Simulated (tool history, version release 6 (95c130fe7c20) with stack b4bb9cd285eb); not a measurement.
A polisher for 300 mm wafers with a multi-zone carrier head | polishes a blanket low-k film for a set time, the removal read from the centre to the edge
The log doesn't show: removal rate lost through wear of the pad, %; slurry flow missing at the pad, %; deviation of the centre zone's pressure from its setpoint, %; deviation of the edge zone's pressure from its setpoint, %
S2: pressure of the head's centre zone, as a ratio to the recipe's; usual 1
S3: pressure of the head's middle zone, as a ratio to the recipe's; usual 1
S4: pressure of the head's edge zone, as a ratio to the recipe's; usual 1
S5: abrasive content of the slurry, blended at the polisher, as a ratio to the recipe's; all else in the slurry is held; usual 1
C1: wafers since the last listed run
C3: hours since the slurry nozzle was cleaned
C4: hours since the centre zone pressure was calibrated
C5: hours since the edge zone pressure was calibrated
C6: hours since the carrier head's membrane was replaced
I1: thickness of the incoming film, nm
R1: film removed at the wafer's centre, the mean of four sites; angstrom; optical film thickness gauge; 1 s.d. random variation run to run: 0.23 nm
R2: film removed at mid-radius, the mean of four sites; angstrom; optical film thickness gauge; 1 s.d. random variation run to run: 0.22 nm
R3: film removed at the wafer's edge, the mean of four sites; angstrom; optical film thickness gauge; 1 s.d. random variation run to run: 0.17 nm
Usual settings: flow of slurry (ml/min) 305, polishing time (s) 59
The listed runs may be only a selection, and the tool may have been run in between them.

{"run": 1, "hour": 0.0, "flow of slurry (ml/min)": 305, "S2": 0.97, "S3": 1, "S4": 1, "S5": 1, "polishing time (s)": 59, "C1": 0, "wafers polished on this pad": 466, "C3": 814.4, "C4": 700.3, "C5": 1055.4, "C6": 1832, "I1": 369.8, "R1": 190, "R2": 196, "R3": 194}
{"run": 2, "hour": 13.0, "flow of slurry (ml/min)": 305, "S2": 0.94, "S3": 1, "S4": 1, "S5": 1, "polishing time (s)": 59, "C1": 86, "wafers polished on this pad": 552, "C3": 827.4, "C4": 713.3, "C5": 1068.4, "C6": 1845, "I1": 373.1, "R1": 189, "R2": 190, "R3": 194}
{"run": 3, "hour": 28.9, "flow of slurry (ml/min)": 305, "S2": 0.94, "S3": 1, "S4": 1, "S5": 1, "polishing time (s)": 59, "C1": 105, "wafers polished on this pad": 657, "C3": 843.3, "C4": 729.2, "C5": 1084.3, "C6": 1860.9, "I1": 372.1, "R1": 184, "R2": 191, "R3": 191}
{"hour": 41.8, "done": "worn pad replaced by a new one"}
{"run": 4, "hour": 43.1, "flow of slurry (ml/min)": 285, "S2": 1, "S3": 1, "S4": 1, "S5": 1, "polishing time (s)": 59, "C1": 67, "wafers polished on this pad": 8, "C3": 857.5, "C4": 743.4, "C5": 1098.5, "C6": 1875.1, "I1": 365.8, "R1": 209, "R2": 204, "R3": 208}
{"run": 5, "hour": 58.6, "flow of slurry (ml/min)": 285, "S2": 1, "S3": 1, "S4": 1, "S5": 1, "polishing time (s)": 59, "C1": 102, "wafers polished on this pad": 111, "C3": 873, "C4": 758.9, "C5": 1114, "C6": 1890.6, "I1": 367.5, "R1": 206, "R2": 204, "R3": 204}
{"run": 6, "hour": 75.0, "flow of slurry (ml/min)": 305, "S2": 1, "S3": 1, "S4": 1, "S5": 0.9, "polishing time (s)": 59, "C1": 108, "wafers polished on this pad": 220, "C3": 889.4, "C4": 775.3, "C5": 1130.4, "C6": 1907, "I1": 376.5, "R1": 195, "R2": 191, "R3": 191}
{"hour": 81.2, "done": "centre zone pressure recalibrated"}
{"hour": 88.0, "done": "slurry nozzle cleaned"}
{"run": 7, "hour": 88.5, "flow of slurry (ml/min)": 305, "S2": 1, "S3": 1, "S4": 1, "S5": 0.9, "polishing time (s)": 59, "C1": 69, "wafers polished on this pad": 290, "C3": 0.5, "C4": 7.3, "C5": 1143.9, "C6": 1920.5, "I1": 364.3, "R1": 189, "R2": 191, "R3": 191}
{"run": 8, "hour": 103.4, "flow of slurry (ml/min)": 305, "S2": 1, "S3": 1, "S4": 1, "S5": 1, "polishing time (s)": 59, "C1": 98, "wafers polished on this pad": 388, "C3": 15.4, "C4": 22.2, "C5": 1158.8, "C6": 1935.4, "I1": 374.2, "R1": 196, "R2": 197, "R3": 198}
{"run": 9, "hour": 114.8, "flow of slurry (ml/min)": 305, "S2": 1, "S3": 1, "S4": 1, "S5": 1, "polishing time (s)": 59, "C1": 75, "wafers polished on this pad": 464, "C3": 26.8, "C4": 33.6, "C5": 1170.2, "C6": 1946.8, "I1": 373.4, "R1": 196, "R2": 191, "R3": 195}
{"run": 10, "hour": 127.2, "flow of slurry (ml/min)": 305, "S2": 1.08, "S3": 1, "S4": 1, "S5": 1, "polishing time (s)": 59, "C1": 82, "wafers polished on this pad": 546, "C3": 39.2, "C4": 46, "C5": 1182.6, "C6": 1959.2, "I1": 371.7, "R1": 202, "R2": 189, "R3": 194}
{"hour": 144.4, "done": "carrier head's membrane replaced by a new one"}
{"run": 11, "hour": 144.9, "flow of slurry (ml/min)": 305, "S2": 1, "S3": 1, "S4": 1, "S5": 1, "polishing time (s)": 59, "C1": 84, "wafers polished on this pad": 631, "C3": 56.9, "C4": 63.7, "C5": 1200.3, "C6": 0.5, "I1": 368.1, "R1": 190, "R2": 189, "R3": 190}
{"hour": 164.6, "done": "worn pad replaced by a new one"}
{"run": 12, "hour": 183.9, "flow of slurry (ml/min)": 305, "S2": 1, "S3": 1.03, "S4": 1, "S5": 1, "polishing time (s)": 59, "C1": 232, "wafers polished on this pad": 128, "C3": 95.9, "C4": 102.7, "C5": 1239.3, "C6": 39.5, "I1": 365.5, "R1": 202, "R2": 212, "R3": 205}
{"run": 13, "hour": 198.0, "flow of slurry (ml/min)": 270, "S2": 1, "S3": 0.92, "S4": 1, "S5": 1.2, "polishing time (s)": 59, "C1": 93, "wafers polished on this pad": 221, "C3": 110, "C4": 116.8, "C5": 1253.4, "C6": 53.6, "I1": 363, "R1": 219, "R2": 203, "R3": 217}
{"run": 14, "hour": 212.7, "flow of slurry (ml/min)": 350, "S2": 0.97, "S3": 1, "S4": 1, "S5": 1, "polishing time (s)": 59, "C1": 97, "wafers polished on this pad": 319, "C3": 124.7, "C4": 131.5, "C5": 1268.1, "C6": 68.3, "I1": 371.3, "R1": 200, "R2": 204, "R3": 202}
{"hour": 215.1, "done": "edge zone pressure recalibrated"}
{"run": 15, "hour": 226.9, "flow of slurry (ml/min)": 405, "S2": 1, "S3": 1.08, "S4": 1, "S5": 1, "polishing time (s)": 59, "C1": 80, "wafers polished on this pad": 400, "C3": 138.9, "C4": 145.7, "C5": 11.8, "C6": 82.5, "I1": 370.2, "R1": 202, "R2": 218, "R3": 200}
{"run": 16, "hour": 244.4, "flow of slurry (ml/min)": 305, "S2": 1, "S3": 1.05, "S4": 1, "S5": 1, "polishing time (s)": 59, "C1": 116, "wafers polished on this pad": 516, "C3": 156.4, "C4": 163.2, "C5": 29.3, "C6": 100, "I1": 370.4, "R1": 195, "R2": 198, "R3": 195}
{"run": 17, "hour": 251.0, "flow of slurry (ml/min)": 305, "S2": 1, "S3": 1, "S4": 1, "S5": 1.15, "polishing time (s)": 59, "C1": 43, "wafers polished on this pad": 560, "C3": 163, "C4": 169.8, "C5": 35.9, "C6": 106.6, "I1": 375.5, "R1": 206, "R2": 205, "R3": 204}
{"run": 18, "hour": 260.7, "flow of slurry (ml/min)": 305, "S2": 0.92, "S3": 0.93, "S4": 1, "S5": 1, "polishing time (s)": 59, "C1": 64, "wafers polished on this pad": 624, "C3": 172.7, "C4": 179.5, "C5": 45.6, "C6": 116.3, "I1": 364.1, "R1": 182, "R2": 185, "R3": 191}
{"run": 19, "hour": 276.1, "flow of slurry (ml/min)": 305, "S2": 1.1, "S3": 1.03, "S4": 1, "S5": 1, "polishing time (s)": 46, "C1": 102, "wafers polished on this pad": 726, "C3": 188.1, "C4": 194.9, "C5": 61, "C6": 131.7, "I1": 368.4, "R1": 159, "R2": 148, "R3": 147}
{"run": 20, "hour": 282.7, "flow of slurry (ml/min)": 380, "S2": 0.89, "S3": 0.94, "S4": 1, "S5": 0.75, "polishing time (s)": 59, "C1": 43, "wafers polished on this pad": 770, "C3": 194.7, "C4": 201.5, "C5": 67.6, "C6": 138.3, "I1": 369.1, "R1": 159, "R2": 157, "R3": 166}
{"hour": 287.2, "done": "worn pad replaced by a new one"}
{"run": 21, "hour": 298.1, "flow of slurry (ml/min)": 305, "S2": 1, "S3": 1, "S4": 1, "S5": 1, "polishing time (s)": 59, "C1": 75, "wafers polished on this pad": 72, "C3": 210.1, "C4": 216.9, "C5": 83, "C6": 153.7, "I1": 367.6, "R1": 210, "R2": 211, "R3": 211}
{"run": 22, "hour": 306.6, "flow of slurry (ml/min)": 305, "S2": 0.97, "S3": 0.92, "S4": 1, "S5": 1.1, "polishing time (s)": 53, "C1": 56, "wafers polished on this pad": 128, "C3": 218.6, "C4": 225.4, "C5": 91.5, "C6": 162.2, "I1": 370, "R1": 193, "R2": 181, "R3": 195}

What differs in the tool's unlogged condition from the final listed run ahead of each entry between runs to the first listed run following it?
Run 3 -> run 4: worn pad replaced by a new one (hour 41.8)
  removal rate lost through wear of the pad, %: 10.6 -> 2.42
  measured result minus the result with no hidden state, R1: -22 -> -5 angstrom; R2: -23 -> -5 angstrom; R3: -23 -> -6 angstrom
Run 6 -> run 7: centre zone pressure recalibrated (hour 81.2); slurry nozzle cleaned (hour 88)
  removal rate lost through wear of the pad, %: 5.22 -> 6.4
  measured result minus the result with no hidden state, R1: -11 -> -13 angstrom; R2: -10 -> -13 angstrom; R3: -10 -> -13 angstrom
Run 10 -> run 11: carrier head's membrane replaced by a new one (hour 144.4)
  removal rate lost through wear of the pad, %: 9.8 -> 11.3
  measured result minus the result with no hidden state, R1: -22 -> -24 angstrom; R2: -20 -> -24 angstrom; R3: -21 -> -24 angstrom
Run 11 -> run 12: worn pad replaced by a new one (hour 164.6)
  removal rate lost through wear of the pad, %: 11.3 -> 3.27
  measured result minus the result with no hidden state, R1: -24 -> -7 angstrom; R2: -24 -> -7 angstrom; R3: -24 -> -7 angstrom
Run 14 -> run 15: edge zone pressure recalibrated (hour 215.1)
  removal rate lost through wear of the pad, %: 5.8 -> 7.04
  measured result minus the result with no hidden state, R1: -12 -> -15 angstrom; R2: -12 -> -17 angstrom; R3: -12 -> -15 angstrom
Run 20 -> run 21: worn pad replaced by a new one (hour 287.2)
  removal rate lost through wear of the pad, %: 11.9 -> 1.12
  measured result minus the result with no hidden state, R1: -21 -> -3 angstrom; R2: -21 -> -2 angstrom; R3: -23 -> -2 angstrom
